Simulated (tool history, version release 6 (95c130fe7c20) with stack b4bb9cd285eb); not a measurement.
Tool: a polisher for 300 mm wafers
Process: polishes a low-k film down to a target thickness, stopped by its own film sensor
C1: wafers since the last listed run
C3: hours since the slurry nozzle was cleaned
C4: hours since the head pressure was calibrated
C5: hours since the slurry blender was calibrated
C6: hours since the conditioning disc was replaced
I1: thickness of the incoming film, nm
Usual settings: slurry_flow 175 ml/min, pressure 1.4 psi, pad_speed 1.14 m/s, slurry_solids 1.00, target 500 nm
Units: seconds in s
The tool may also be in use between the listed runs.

run 1 day=0.000 | slurry_flow=175 pressure=1.4 pad_speed=1.14 slurry_solids=1.00 target=500 | C1=0 wafers_polished_on_this_pad=2688 C3=342.9 C4=578.4 C5=368.4 C6=146.1 | I1=516.6 | seconds=57.1
-- day=0.108 slurry blender recalibrated
run 2 day=2.412 | slurry_flow=175 pressure=1.2 pad_speed=1.14 slurry_solids=1.00 target=500 | C1=688 wafers_polished_on_this_pad=3377 C3=400.8 C4=636.3 C5=55.3 C6=204.0 | I1=517.2 | seconds=66.3
-- day=4.608 head pressure recalibrated
run 3 day=4.996 | slurry_flow=175 pressure=1.2 pad_speed=1.14 slurry_solids=1.00 target=500 | C1=739 wafers_polished_on_this_pad=4117 C3=462.8 C4=9.3 C5=117.3 C6=266.0 | I1=512.8 | seconds=46.0
run 4 day=6.508 | slurry_flow=230 pressure=1.4 pad_speed=1.14 slurry_solids=1.00 target=496 | C1=447 wafers_polished_on_this_pad=4564 C3=499.1 C4=45.6 C5=153.6 C6=302.3 | I1=529.7 | seconds=105.2
-- day=7.275 worn pad replaced by a new one
run 5 day=7.633 | slurry_flow=175 pressure=1.4 pad_speed=1.14 slurry_solids=1.00 target=500 | C1=283 wafers_polished_on_this_pad=105 C3=526.1 C4=72.6 C5=180.6 C6=329.3 | I1=507.8 | seconds=24.6
run 6 day=8.842 | slurry_flow=175 pressure=1.4 pad_speed=1.14 slurry_solids=1.00 target=500 | C1=357 wafers_polished_on_this_pad=462 C3=555.1 C4=101.6 C5=209.6 C6=358.3 | I1=519.9 | seconds=65.0
run 7 day=10.775 | slurry_flow=140 pressure=1.3 pad_speed=1.14 slurry_solids=1.10 target=505 | C1=571 wafers_polished_on_this_pad=1034 C3=601.5 C4=148.0 C5=256.0 C6=404.7 | I1=510.3 | seconds=18.3
-- day=11.475 conditioning disc replaced and pad reconditioned
-- day=12.671 slurry nozzle cleaned
run 8 day=13.025 | slurry_flow=175 pressure=1.4 pad_speed=1.14 slurry_solids=1.00 target=500 | C1=628 wafers_polished_on_this_pad=1663 C3=8.5 C4=202.0 C5=310.0 C6=37.2 | I1=526.1 | seconds=85.4
run 9 day=14.258 | slurry_flow=175 pressure=1.5 pad_speed=1.32 slurry_solids=1.00 target=507 | C1=364 wafers_polished_on_this_pad=2027 C3=38.1 C4=231.6 C5=339.6 C6=66.8 | I1=522.1 | seconds=42.7
run 10 day=15.904 | slurry_flow=175 pressure=1.4 pad_speed=1.14 slurry_solids=1.00 target=500 | C1=486 wafers_polished_on_this_pad=2514 C3=77.6 C4=271.1 C5=379.1 C6=106.3 | I1=521.3 | seconds=72.3
run 11 day=16.992 | slurry_flow=175 pressure=1.0 pad_speed=1.14 slurry_solids=1.00 target=500 | C1=321 wafers_polished_on_this_pad=2836 C3=103.7 C4=297.2 C5=405.2 C6=132.4 | I1=521.2 | seconds=94.5
run 12 day=18.192 | slurry_flow=120 pressure=1.4 pad_speed=1.28 slurry_solids=0.85 target=500 | C1=354 wafers_polished_on_this_pad=3191 C3=132.5 C4=326.0 C5=434.0 C6=161.2 | I1=514.2 | seconds=48.1
-- day=19.754 slurry blender recalibrated
run 13 day=20.079 | slurry_flow=155 pressure=1.4 pad_speed=0.96 slurry_solids=1.20 target=500 | C1=533 wafers_polished_on_this_pad=3724 C3=177.8 C4=371.3 C5=7.8 C6=206.5 | I1=517.8 | seconds=66.1
run 14 day=21.458 | slurry_flow=135 pressure=1.4 pad_speed=1.14 slurry_solids=1.00 target=500 | C1=407 wafers_polished_on_this_pad=4132 C3=210.9 C4=404.4 C5=40.9 C6=239.6 | I1=511.9 | seconds=40.9
run 15 day=23.542 | slurry_flow=210 pressure=1.4 pad_speed=1.46 slurry_solids=1.25 target=500 | C1=616 wafers_polished_on_this_pad=4748 C3=260.9 C4=454.4 C5=90.9 C6=289.6 | I1=521.1 | seconds=53.5
-- day=24.058 worn pad replaced by a new one
run 16 day=24.625 | slurry_flow=175 pressure=1.4 pad_speed=1.52 slurry_solids=0.90 target=500 | C1=271 wafers_polished_on_this_pad=167 C3=286.9 C4=480.4 C5=116.9 C6=315.6 | I1=518.2 | seconds=52.2
-- day=27.342 head pressure recalibrated
run 17 day=28.533 | slurry_flow=175 pressure=1.4 pad_speed=1.26 slurry_solids=1.25 target=495 | C1=1131 wafers_polished_on_this_pad=1298 C3=380.7 C4=28.6 C5=210.7 C6=409.4 | I1=521.1 | seconds=70.4
-- day=30.217 conditioning disc replaced and pad reconditioned
run 18 day=31.121 | slurry_flow=135 pressure=1.4 pad_speed=1.14 slurry_solids=1.00 target=500 | C1=740 wafers_polished_on_this_pad=2039 C3=442.8 C4=90.7 C5=272.8 C6=21.7 | I1=517.2 | seconds=56.3
run 19 day=32.804 | slurry_flow=175 pressure=1.4 pad_speed=1.14 slurry_solids=1.00 target=500 | C1=497 wafers_polished_on_this_pad=2537 C3=483.2 C4=131.1 C5=313.2 C6=62.1 | I1=518.3 | seconds=59.3
run 20 day=35.629 | slurry_flow=175 pressure=1.4 pad_speed=1.14 slurry_solids=1.00 target=500 | C1=835 wafers_polished_on_this_pad=3372 C3=551.0 C4=198.9 C5=381.0 C6=129.9 | I1=523.1 | seconds=76.2
-- day=38.417 slurry blender recalibrated
run 21 day=38.617 | slurry_flow=175 pressure=1.4 pad_speed=1.14 slurry_solids=1.00 target=500 | C1=858 wafers_polished_on_this_pad=4231 C3=622.7 C4=270.6 C5=4.8 C6=201.6 | I1=516.4 | seconds=55.2
-- day=40.242 worn pad replaced by a new one
run 22 day=41.083 | slurry_flow=150 pressure=1.4 pad_speed=1.14 slurry_solids=1.00 target=500 | C1=680 wafers_polished_on_this_pad=248 C3=681.9 C4=329.8 C5=64.0 C6=260.8 | I1=509.1 | seconds=30.9
run 23 day=42.104 | slurry_flow=175 pressure=1.6 pad_speed=1.14 slurry_solids=1.00 target=500 | C1=301 wafers_polished_on_this_pad=550 C3=706.4 C4=354.3 C5=88.5 C6=285.3 | I1=531.6 | seconds=96.2
-- day=42.358 slurry nozzle cleaned
run 24 day=44.979 | slurry_flow=175 pressure=1.4 pad_speed=1.14 slurry_solids=1.00 target=500 | C1=837 wafers_polished_on_this_pad=1388 C3=62.9 C4=423.3 C5=157.5 C6=354.3 | I1=520.7 | seconds=69.9

Forecast each of these 5 alternatives for the next run:
run A day=44.996 | slurry_flow=175 pressure=1.1 pad_speed=1.14 slurry_solids=1.00 target=500 | C1=4 wafers_polished_on_this_pad=1393 C3=63.3 C4=423.7 C5=157.9 C6=354.7 | I1=527.1 | seconds=?
run B day=44.996 | slurry_flow=150 pressure=1.4 pad_speed=1.48 slurry_solids=1.00 target=500 | C1=4 wafers_polished_on_this_pad=1393 C3=63.3 C4=423.7 C5=157.9 C6=354.7 | I1=527.1 | seconds=?
run C day=44.996 | slurry_flow=220 pressure=1.5 pad_speed=1.36 slurry_solids=1.25 target=500 | C1=4 wafers_polished_on_this_pad=1393 C3=63.3 C4=423.7 C5=157.9 C6=354.7 | I1=527.1 | seconds=?
run D day=44.996 | slurry_flow=140 pressure=1.4 pad_speed=1.14 slurry_solids=1.10 target=500 | C1=4 wafers_polished_on_this_pad=1393 C3=63.3 C4=423.7 C5=157.9 C6=354.7 | I1=527.1 | seconds=?
run E day=44.996 | slurry_flow=175 pressure=1.8 pad_speed=1.14 slurry_solids=0.80 target=504 | C1=4 wafers_polished_on_this_pad=1393 C3=63.3 C4=423.7 C5=157.9 C6=354.7 | I1=527.1 | seconds=?

run=A seconds=111.1
run=B seconds=75.0
run=C seconds=67.5
run=D seconds=90.1
run=E seconds=67.6
Without the tool's hidden state the same runs would have given:
run=A seconds=101.4
run=B seconds=68.5
run=C seconds=61.6
run=D seconds=82.2
run=E seconds=61.7
